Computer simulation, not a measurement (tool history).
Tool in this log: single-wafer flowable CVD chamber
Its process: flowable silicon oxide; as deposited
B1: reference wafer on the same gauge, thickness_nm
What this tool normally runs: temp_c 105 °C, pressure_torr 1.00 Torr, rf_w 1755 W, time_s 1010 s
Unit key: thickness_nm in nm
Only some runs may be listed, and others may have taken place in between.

{"run": 1, "hour": 0.0, "temp_c": 98, "pressure_torr": 1.0, "rf_w": 1755, "time_s": 1010, "B1": 702.94, "thickness_nm": 1022.528}
{"run": 2, "hour": 19.1, "temp_c": 98, "pressure_torr": 1.0, "rf_w": 1755, "time_s": 1010, "B1": 702.651, "thickness_nm": 1018.021}
{"run": 3, "hour": 47.3, "temp_c": 98, "pressure_torr": 1.0, "rf_w": 1755, "time_s": 1010, "B1": 702.679, "thickness_nm": 1018.581}
{"run": 4, "hour": 75.7, "temp_c": 105, "pressure_torr": 1.0, "rf_w": 1755, "time_s": 870, "B1": 701.69, "thickness_nm": 677.336}
{"run": 5, "hour": 90.8, "temp_c": 105, "pressure_torr": 1.0, "rf_w": 1755, "time_s": 870, "B1": 703.251, "thickness_nm": 682.232}
{"run": 6, "hour": 113.0, "temp_c": 105, "pressure_torr": 1.0, "rf_w": 1755, "time_s": 870, "B1": 703.058, "thickness_nm": 672.229}
{"run": 7, "hour": 133.0, "temp_c": 105, "pressure_torr": 1.0, "rf_w": 1755, "time_s": 1140, "B1": 702.371, "thickness_nm": 892.697}
{"run": 8, "hour": 153.5, "temp_c": 105, "pressure_torr": 1.0, "rf_w": 1755, "time_s": 1140, "B1": 702.617, "thickness_nm": 876.555}
{"run": 9, "hour": 180.3, "temp_c": 105, "pressure_torr": 1.0, "rf_w": 1755, "time_s": 1140, "B1": 703.089, "thickness_nm": 884.437}
{"run": 10, "hour": 202.2, "temp_c": 105, "pressure_torr": 1.0, "rf_w": 1755, "time_s": 1010, "B1": 702.665, "thickness_nm": 788.019}
{"run": 11, "hour": 232.5, "temp_c": 105, "pressure_torr": 1.0, "rf_w": 1755, "time_s": 1010, "B1": 703.143, "thickness_nm": 779.041}
{"run": 12, "hour": 245.0, "temp_c": 111, "pressure_torr": 1.0, "rf_w": 1755, "time_s": 1010, "B1": 702.744, "thickness_nm": 625.772}
{"run": 13, "hour": 316.9, "temp_c": 111, "pressure_torr": 1.0, "rf_w": 1755, "time_s": 1010, "B1": 703.386, "thickness_nm": 631.69}
{"run": 14, "hour": 330.8, "temp_c": 105, "pressure_torr": 1.0, "rf_w": 1755, "time_s": 1010, "B1": 703.231, "thickness_nm": 782.568}
{"hour": 342.4, "done": "gauge calibrated"}
{"run": 15, "hour": 354.2, "temp_c": 105, "pressure_torr": 1.0, "rf_w": 1755, "time_s": 1010, "B1": 702.824, "thickness_nm": 789.902}
{"run": 16, "hour": 379.0, "temp_c": 93, "pressure_torr": 1.0, "rf_w": 1755, "time_s": 1010, "B1": 702.628, "thickness_nm": 1243.523}
{"run": 17, "hour": 392.1, "temp_c": 105, "pressure_torr": 1.0, "rf_w": 1575, "time_s": 1010, "B1": 702.905, "thickness_nm": 765.408}
{"run": 18, "hour": 405.1, "temp_c": 105, "pressure_torr": 1.0, "rf_w": 1755, "time_s": 1010, "B1": 703.125, "thickness_nm": 786.424}
{"hour": 413.2, "done": "RF generator calibrated"}
{"hour": 413.9, "done": "showerhead replaced"}
{"run": 19, "hour": 426.2, "temp_c": 105, "pressure_torr": 1.0, "rf_w": 1755, "time_s": 1010, "B1": 703.172, "thickness_nm": 797.358}
{"run": 20, "hour": 456.2, "temp_c": 105, "pressure_torr": 1.0, "rf_w": 1520, "time_s": 1010, "B1": 702.929, "thickness_nm": 760.46}

Run 21 has not been measured yet. What should we expect?
{"run": 21, "hour": 469.1, "temp_c": 110, "pressure_torr": 1.21, "rf_w": 1550, "time_s": 1090, "B1": "?", "thickness_nm": "?"}

{"run 21": {"B1": 702.552, "thickness_nm": 802.805}}
On a tool with no hidden condition, and with the same random variation, this run would have come out at thickness_nm 736.971 nm.
